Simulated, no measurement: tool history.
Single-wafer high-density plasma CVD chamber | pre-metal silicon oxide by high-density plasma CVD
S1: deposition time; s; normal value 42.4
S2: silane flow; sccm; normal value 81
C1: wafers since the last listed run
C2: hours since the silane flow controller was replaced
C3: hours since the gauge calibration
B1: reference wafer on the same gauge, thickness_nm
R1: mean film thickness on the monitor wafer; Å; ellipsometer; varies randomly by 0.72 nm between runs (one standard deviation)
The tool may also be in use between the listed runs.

run    hour    S1  S2    C1      C2      C3       B1       R1
  1     0.0  42.4  81     0  3546.8   979.1  316.904  3621.25
  2    65.8  39.9  70  1518  3612.6  1044.9  317.052  2945.38
  3   101.3  48.5  69   819  3648.1  1080.4  317.119  3522.80
  4   299.3  42.4  81  4570  3846.1  1278.4  316.975  3618.35
  5   330.7  42.4  81   724  3877.5  1309.8  317.005  3623.38
  6   368.2  42.4  81   865  3915.0  1347.3  316.895  3622.93
  7   407.8  36.5  81   914  3954.6  1386.9  317.044  3125.15
  8   478.4  42.4  81  1629  4025.2  1457.5  317.146  3615.87
  9   541.6  42.4  81  1458  4088.4  1520.7  316.901  3635.98
 10   604.5  42.4  81  1452  4151.3  1583.6  317.062  3637.62
 11   644.0  42.4  81   911  4190.8  1623.1  316.810  3643.39
 12   685.6  42.4  81   960  4232.4  1664.7  317.018  3650.10
 13   725.0  40.3  81   909  4271.8  1704.1  316.901  3477.16
 14   752.6  40.3  81   637  4299.4  1731.7  317.059  3469.70
      777.7  -- silane flow controller replaced
 15   790.8  40.3  81   697    13.1  1769.9  316.900  3398.88
      842.1  -- gauge calibrated
 16   862.8  42.4  85  1662    85.1    20.7  317.053  3745.90
 17   916.1  42.4  85  1230   138.4    74.0  316.977  3739.71
 18  1105.8  42.4  85  4379   328.1   263.7  316.975  3735.85
 19  1163.4  47.5  76  1329   385.7   321.3  317.165  3743.66
 20  1210.7  42.4  69  1091   433.0   368.6  316.882  3052.44
 21  1268.0  42.4  81  1322   490.3   425.9  317.139  3569.89
 22  1313.5  46.6  67  1050   535.8   471.4  317.121  3247.45
 23  1358.5  42.4  88  1038   580.8   516.4  317.162  3878.28
 24  1385.7  42.4  90   627   608.0   543.6  317.023  3956.32
 25  1415.1  42.4  76   678   637.4   573.0  317.085  3349.99
 26  1449.0  42.4  81   782   671.3   606.9  316.985  3565.42
 27  1509.6  46.1  96  1398   731.9   667.5  317.162  4575.54
 28  1577.2  39.8  87  1560   799.5   735.1  317.099  3600.93
 29  1633.9  42.4  92  1308   856.2   791.8  316.955  4057.10
 30  1690.5  42.4  81  1306   912.8   848.4  317.087  3566.74
 31  1721.0  42.4  90   704   943.3   878.9  317.081  3960.30
 32  1761.3  42.4  86   930   983.6   919.2  316.948  3794.22
 33  1810.9  34.7  86  1145  1033.2   968.8  317.197  3097.64
 34  1845.8  49.2  90   805  1068.1  1003.7  316.880  4592.83
 35  1869.9  42.4  75   556  1092.2  1027.8  316.989  3310.26
 36  1909.3  42.4  81   909  1131.6  1067.2  317.070  3565.32
 37  1948.4  42.4  67   902  1170.7  1106.3  316.971  2948.94
 38  1997.3  34.3  90  1128  1219.6  1155.2  317.147  3214.24
 39  2027.9  42.4  81   706  1250.2  1185.8  316.923  3579.15
 40  2076.1  50.6  87  1112  1298.4  1234.0  316.881  4572.69

What was the tool's hidden state at every run in the log?
gauge reads high (%): 0 on each run
H1: delivered silane flow above the setpoint (%)
run     H1
  1   1.99
  2   2.06
  3    2.1
  4   2.33
  5   2.36
  6   2.41
  7   2.45
  8   2.54
  9   2.62
 10   2.69
 11   2.74
 12    2.8
 13   2.85
 14   2.88
 15  0.721
 16  0.723
 17  0.724
 18  0.738
 19  0.744
 20   0.75
 21  0.758
 22  0.765
 23  0.772
 24  0.777
 25  0.783
 26  0.789
 27  0.802
 28  0.818
 29  0.832
 30  0.847
 31  0.855
 32  0.867
 33  0.882
 34  0.893
 35  0.901
 36  0.914
 37  0.928
 38  0.945
 39  0.957
 40  0.975

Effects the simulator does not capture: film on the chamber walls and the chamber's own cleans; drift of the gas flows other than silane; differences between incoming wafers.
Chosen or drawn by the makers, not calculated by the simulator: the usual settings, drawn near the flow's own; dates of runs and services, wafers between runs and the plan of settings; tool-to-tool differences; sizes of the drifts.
